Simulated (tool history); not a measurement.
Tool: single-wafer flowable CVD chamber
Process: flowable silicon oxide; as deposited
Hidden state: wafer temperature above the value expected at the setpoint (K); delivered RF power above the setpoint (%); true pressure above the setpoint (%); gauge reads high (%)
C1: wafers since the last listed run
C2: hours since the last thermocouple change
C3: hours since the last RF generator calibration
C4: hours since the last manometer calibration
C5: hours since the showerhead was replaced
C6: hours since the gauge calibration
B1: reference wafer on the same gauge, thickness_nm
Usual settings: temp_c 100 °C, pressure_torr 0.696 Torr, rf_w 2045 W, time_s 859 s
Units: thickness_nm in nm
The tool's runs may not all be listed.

{"run": 1, "hour": 0.0, "temp_c": 100, "pressure_torr": 0.696, "rf_w": 2045, "time_s": 859, "C1": 0, "C2": 2450.3, "C3": 2014.1, "C4": 2184.2, "C5": 5133.4, "C6": 901.7, "B1": 531.573, "thickness_nm": 470.438}
{"run": 2, "hour": 34.8, "temp_c": 100, "pressure_torr": 0.696, "rf_w": 2045, "time_s": 859, "C1": 71, "C2": 2485.1, "C3": 2048.9, "C4": 2219, "C5": 5168.2, "C6": 936.5, "B1": 531.005, "thickness_nm": 475.87}
{"run": 3, "hour": 104.7, "temp_c": 100, "pressure_torr": 0.696, "rf_w": 2045, "time_s": 859, "C1": 143, "C2": 2555, "C3": 2118.8, "C4": 2288.9, "C5": 5238.1, "C6": 1006.4, "B1": 530.803, "thickness_nm": 471.446}
{"hour": 127.3, "done": "showerhead replaced"}
{"run": 4, "hour": 155.8, "temp_c": 90, "pressure_torr": 0.696, "rf_w": 2045, "time_s": 894, "C1": 88, "C2": 2606.1, "C3": 2169.9, "C4": 2340, "C5": 28.5, "C6": 1057.5, "B1": 530.498, "thickness_nm": 659.58}
{"run": 5, "hour": 199.0, "temp_c": 90, "pressure_torr": 0.696, "rf_w": 2045, "time_s": 894, "C1": 88, "C2": 2649.3, "C3": 2213.1, "C4": 2383.2, "C5": 71.7, "C6": 1100.7, "B1": 529.494, "thickness_nm": 665.909}
{"run": 6, "hour": 236.0, "temp_c": 100, "pressure_torr": 0.696, "rf_w": 2045, "time_s": 859, "C1": 76, "C2": 2686.3, "C3": 2250.1, "C4": 2420.2, "C5": 108.7, "C6": 1137.7, "B1": 531.771, "thickness_nm": 475.365}
{"run": 7, "hour": 290.6, "temp_c": 100, "pressure_torr": 0.696, "rf_w": 2045, "time_s": 859, "C1": 112, "C2": 2740.9, "C3": 2304.7, "C4": 2474.8, "C5": 163.3, "C6": 1192.3, "B1": 530.93, "thickness_nm": 469.535}
{"hour": 301.7, "done": "thermocouple changed; heater temperature recalibrated"}
{"run": 8, "hour": 332.4, "temp_c": 100, "pressure_torr": 0.696, "rf_w": 2045, "time_s": 859, "C1": 69, "C2": 30.7, "C3": 2346.5, "C4": 2516.6, "C5": 205.1, "C6": 1234.1, "B1": 530.756, "thickness_nm": 477.472}
{"run": 9, "hour": 366.1, "temp_c": 114, "pressure_torr": 0.696, "rf_w": 1845, "time_s": 975, "C1": 69, "C2": 64.4, "C3": 2380.2, "C4": 2550.3, "C5": 238.8, "C6": 1267.8, "B1": 529.526, "thickness_nm": 348.269}
{"hour": 391.6, "done": "RF generator calibrated"}
{"run": 10, "hour": 409.7, "temp_c": 100, "pressure_torr": 0.696, "rf_w": 2045, "time_s": 859, "C1": 73, "C2": 108, "C3": 18.1, "C4": 2593.9, "C5": 282.4, "C6": 1311.4, "B1": 530.66, "thickness_nm": 473.67}
{"run": 11, "hour": 481.3, "temp_c": 107, "pressure_torr": 0.696, "rf_w": 2045, "time_s": 859, "C1": 147, "C2": 179.6, "C3": 89.7, "C4": 2665.5, "C5": 354, "C6": 1383, "B1": 531.163, "thickness_nm": 382.396}
{"run": 12, "hour": 534.1, "temp_c": 100, "pressure_torr": 0.696, "rf_w": 1765, "time_s": 755, "C1": 108, "C2": 232.4, "C3": 142.5, "C4": 2718.3, "C5": 406.8, "C6": 1435.8, "B1": 532.053, "thickness_nm": 404.3}
{"run": 13, "hour": 582.3, "temp_c": 100, "pressure_torr": 0.696, "rf_w": 2045, "time_s": 859, "C1": 99, "C2": 280.6, "C3": 190.7, "C4": 2766.5, "C5": 455, "C6": 1484, "B1": 531.173, "thickness_nm": 475.418}
{"run": 14, "hour": 650.4, "temp_c": 105, "pressure_torr": 0.696, "rf_w": 1890, "time_s": 859, "C1": 139, "C2": 348.7, "C3": 258.8, "C4": 2834.6, "C5": 523.1, "C6": 1552.1, "B1": 530.776, "thickness_nm": 403.528}
{"run": 15, "hour": 685.1, "temp_c": 110, "pressure_torr": 0.805, "rf_w": 1815, "time_s": 859, "C1": 71, "C2": 383.4, "C3": 293.5, "C4": 2869.3, "C5": 557.8, "C6": 1586.8, "B1": 530.489, "thickness_nm": 400.297}
{"hour": 723.6, "done": "capacitance manometer re-zeroed and calibrated"}
{"hour": 779.5, "done": "gauge calibrated"}
{"run": 16, "hour": 784.2, "temp_c": 100, "pressure_torr": 0.696, "rf_w": 2045, "time_s": 859, "C1": 187, "C2": 482.5, "C3": 392.6, "C4": 60.6, "C5": 656.9, "C6": 4.7, "B1": 530.149, "thickness_nm": 442.325}
{"run": 17, "hour": 835.3, "temp_c": 85, "pressure_torr": 0.696, "rf_w": 2220, "time_s": 859, "C1": 105, "C2": 533.6, "C3": 443.7, "C4": 111.7, "C5": 708, "C6": 55.8, "B1": 530.91, "thickness_nm": 689.98}
{"run": 18, "hour": 907.3, "temp_c": 100, "pressure_torr": 0.696, "rf_w": 2045, "time_s": 859, "C1": 147, "C2": 605.6, "C3": 515.7, "C4": 183.7, "C5": 780, "C6": 127.8, "B1": 530.018, "thickness_nm": 445.791}
{"run": 19, "hour": 968.7, "temp_c": 86, "pressure_torr": 0.611, "rf_w": 1850, "time_s": 977, "C1": 126, "C2": 667, "C3": 577.1, "C4": 245.1, "C5": 841.4, "C6": 189.2, "B1": 531.785, "thickness_nm": 659.345}
{"run": 20, "hour": 996.7, "temp_c": 100, "pressure_torr": 0.696, "rf_w": 2045, "time_s": 859, "C1": 57, "C2": 695, "C3": 605.1, "C4": 273.1, "C5": 869.4, "C6": 217.2, "B1": 532.066, "thickness_nm": 450.099}

Run 21 comes next. What will it give?
{"run": 21, "hour": 1037.6, "temp_c": 111, "pressure_torr": 0.696, "rf_w": 2275, "time_s": 859, "C1": 84, "C2": 735.9, "C3": 646, "C4": 314, "C5": 910.3, "C6": 258.1, "B1": "?", "thickness_nm": "?"}

{"run 21": {"B1": 529.718, "thickness_nm": 331.043}}
Without the tool's hidden state the same run would have given thickness_nm 325.447 nm.
